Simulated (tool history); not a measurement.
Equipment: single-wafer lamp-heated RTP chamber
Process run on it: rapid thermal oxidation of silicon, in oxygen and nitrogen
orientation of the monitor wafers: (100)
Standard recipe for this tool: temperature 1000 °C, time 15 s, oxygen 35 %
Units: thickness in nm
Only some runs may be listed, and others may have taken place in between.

run	hour	temperature	time	oxygen	read-back reference wafer on the same gauge, thickness	thickness
1	0	1000	15	35	2.201	2.867
2	37.5	1000	15	35	2.203	2.869
3	93.7	1000	15	35	2.199	2.858
4	127.8	1000	21	51	2.198	3.472
5	185.4	1000	21	51	2.197	3.485
6	251.5	991	20	35	2.198	2.964
7	315.2	1000	15	17	2.203	2.526
8	342.6	1000	15	35	2.2	2.866
# hour 351.4: gauge calibrated
9	367.6	1000	15	35	2.198	2.863
# hour 385.6: pyrometer window cleaned and pyrometer calibrated
10	434.3	1000	15	35	2.2	2.799
11	458.9	1000	15	35	2.2	2.792
12	486.1	1027	20	54	2.201	3.986
13	532.5	1000	15	35	2.199	2.807
# hour 563.4: oxygen flow controller replaced
14	589.3	1000	21	35	2.2	3.102
15	643	1000	15	21	2.2	2.605
16	676	1000	12	35	2.2	2.685
17	728.5	1017	19	43	2.2	3.511
18	797	1020	8	17	2.2	2.373

4 options for the next run, each taken on its own from the tool as it stands now. Forecast them:
A	797.4	1000	15	35	?	?
B	797.4	986	15	64	?	?
C	797.4	1000	11	17	?	?
D	797.4	976	15	26	?	?

run	read-back reference wafer on the same gauge, thickness	thickness
A	2.199	2.841
B	2.199	3.038
C	2.199	2.375
D	2.199	2.479
Without the tool's unlogged condition, the same runs would have read:
run	thickness
A	2.727
B	2.893
C	2.321
D	2.412
